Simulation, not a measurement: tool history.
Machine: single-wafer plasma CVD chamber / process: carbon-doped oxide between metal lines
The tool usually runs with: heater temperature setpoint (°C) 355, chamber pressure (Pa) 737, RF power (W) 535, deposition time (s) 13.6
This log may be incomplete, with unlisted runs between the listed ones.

run    hour  heater temperature setpoint (°C)  chamber pressure (Pa)  RF power (W)  deposition time (s)  read-back reference wafer on the same gauge, thickness_nm  mean film thickness on the monitor wafer (nm)
  1       0                               355                    737           535                 13.6                                                     63.577                                         75.574
  2   102.4                               355                    737           535                 13.6                                                     63.704                                         75.591
  3   147.5                               355                    737           535                 13.6                                                     63.698                                         75.848
  4   207.3                               343                    737           535                 13.6                                                     63.901                                         78.734
  5   256.2                               343                    737           535                 13.6                                                     63.859                                         78.931
  6   294.6                               366                    737           535                 13.6                                                     64.004                                         72.943
  7   340.5                               366                    737           535                 13.6                                                     63.996                                         73.759
  8     431                               355                    737           535                 13.6                                                     64.115                                         76.041
  9   481.1                               364                    576           460                 11.5                                                     64.278                                         51.011
 10   551.7                               355                    737           465                 12.6                                                     64.281                                         60.908
 11   611.4                               355                    737           535                 13.6                                                     64.507                                         76.467
      669.4  -- gauge calibrated
      681.6  -- capacitance manometer re-zeroed and calibrated
 12   740.8                               355                    737           535                 13.6                                                     62.683                                          74.61
      759.5  -- thermocouple changed; heater temperature recalibrated
      841.6  -- showerhead replaced
 13   842.1                               355                    737           535                 13.6                                                     62.754                                          74.15
 14   886.8                               367                    737           475                 12.8                                                     62.716                                         59.543
 15   926.1                               355                    737           570                 13.6                                                     62.738                                         79.156
 16  1024.9                               347                    737           500                 14.9                                                     62.757                                         77.781
 17  1115.4                               355                    737           535                 10.9                                                     62.783                                         59.832

Expected results for the next run?
 18  1161                               360                    737           535                 13.6                                                          ?                                              ?

Run 18 gave read-back reference wafer on the same gauge, thickness_nm 62.823, mean film thickness on the monitor wafer (nm) 73.679.
With no hidden state in the tool, this same run would have given mean film thickness on the monitor wafer (nm) 73.443.
